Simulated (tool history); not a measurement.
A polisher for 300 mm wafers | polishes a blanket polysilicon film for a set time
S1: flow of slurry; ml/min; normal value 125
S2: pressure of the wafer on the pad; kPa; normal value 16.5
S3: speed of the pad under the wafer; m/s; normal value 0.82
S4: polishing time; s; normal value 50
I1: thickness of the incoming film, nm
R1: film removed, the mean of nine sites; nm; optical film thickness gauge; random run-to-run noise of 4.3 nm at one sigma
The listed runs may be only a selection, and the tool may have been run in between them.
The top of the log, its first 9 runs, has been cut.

| run | hour | S1 | S2 | S3 | S4 | I1 | R1 |
|---|---|---|---|---|---|---|---|
|  | 242.6 | worn pad replaced by a new one, of another model than before |
| 10 | 251.4 | 125 | 16.5 | 0.82 | 50 | 1256.5 | 293.7 |
| 11 | 283.7 | 125 | 18.6 | 0.82 | 50 | 1263.4 | 313.7 |
| 12 | 306.4 | 125 | 18.6 | 0.82 | 50 | 1255.2 | 308.7 |
| 13 | 322.9 | 125 | 16.5 | 0.96 | 50 | 1269.2 | 320.0 |
| 14 | 353.2 | 125 | 16.5 | 0.96 | 50 | 1269.6 | 320.0 |
| 15 | 372.7 | 125 | 16.5 | 0.96 | 50 | 1231.5 | 320.2 |
| 16 | 398.5 | 125 | 16.5 | 0.70 | 50 | 1230.7 | 245.7 |
|  | 408.4 | slurry nozzle cleaned |
|  | 417.7 | worn pad replaced by a new one |
| 17 | 418.2 | 100 | 21.4 | 1.00 | 60 | 1235.9 | 444.8 |
| 18 | 437.4 | 125 | 16.5 | 0.82 | 50 | 1245.8 | 292.2 |
|  | 452.2 | head pressure recalibrated |
| 19 | 452.9 | 90 | 16.5 | 0.82 | 39 | 1247.6 | 203.5 |
| 20 | 475.3 | 150 | 16.5 | 0.82 | 50 | 1240.7 | 309.6 |
| 21 | 487.5 | 150 | 17.9 | 0.82 | 50 | 1247.3 | 312.2 |
| 22 | 502.3 | 160 | 18.6 | 0.82 | 50 | 1251.0 | 328.2 |
| 23 | 514.7 | 165 | 16.5 | 0.82 | 56 | 1241.0 | 347.8 |
| 24 | 530.5 | 125 | 16.5 | 0.82 | 50 | 1228.4 | 280.5 |
| 25 | 549.0 | 85 | 22.1 | 0.56 | 50 | 1259.9 | 213.0 |
| 26 | 569.0 | 150 | 19.3 | 0.82 | 68 | 1227.9 | 437.8 |
|  | 591.7 | worn pad replaced by a new one |
| 27 | 646.8 | 160 | 18.6 | 0.82 | 50 | 1264.1 | 339.6 |
| 28 | 673.6 | 160 | 13.1 | 1.08 | 50 | 1227.8 | 319.1 |
|  | 731.5 | worn pad replaced by a new one |
| 29 | 752.2 | 90 | 15.2 | 0.82 | 55 | 1246.4 | 267.6 |
| 30 | 782.8 | 125 | 16.5 | 0.82 | 50 | 1239.9 | 283.7 |
| 31 | 798.2 | 95 | 16.5 | 1.02 | 50 | 1240.1 | 301.2 |

Each row is a separate what-if for the run after 31, all from the same tool condition, not one after another. Results?
| A | 798.6 | 125 | 13.1 | 0.82 | 50 | 1251.5 | ? |
| B | 798.6 | 125 | 12.4 | 0.60 | 50 | 1251.5 | ? |
| C | 798.6 | 160 | 16.5 | 0.54 | 50 | 1251.5 | ? |
| D | 798.6 | 165 | 19.3 | 0.98 | 58 | 1251.5 | ? |

| run | R1 |
|---|---|
| A | 248.0 |
| B | 195.7 |
| C | 228.9 |
| D | 438.5 |
Had the tool no hidden state, the same runs would have come out as:
| run | R1 |
|---|---|
| A | 255.3 |
| B | 201.5 |
| C | 235.7 |
| D | 451.5 |

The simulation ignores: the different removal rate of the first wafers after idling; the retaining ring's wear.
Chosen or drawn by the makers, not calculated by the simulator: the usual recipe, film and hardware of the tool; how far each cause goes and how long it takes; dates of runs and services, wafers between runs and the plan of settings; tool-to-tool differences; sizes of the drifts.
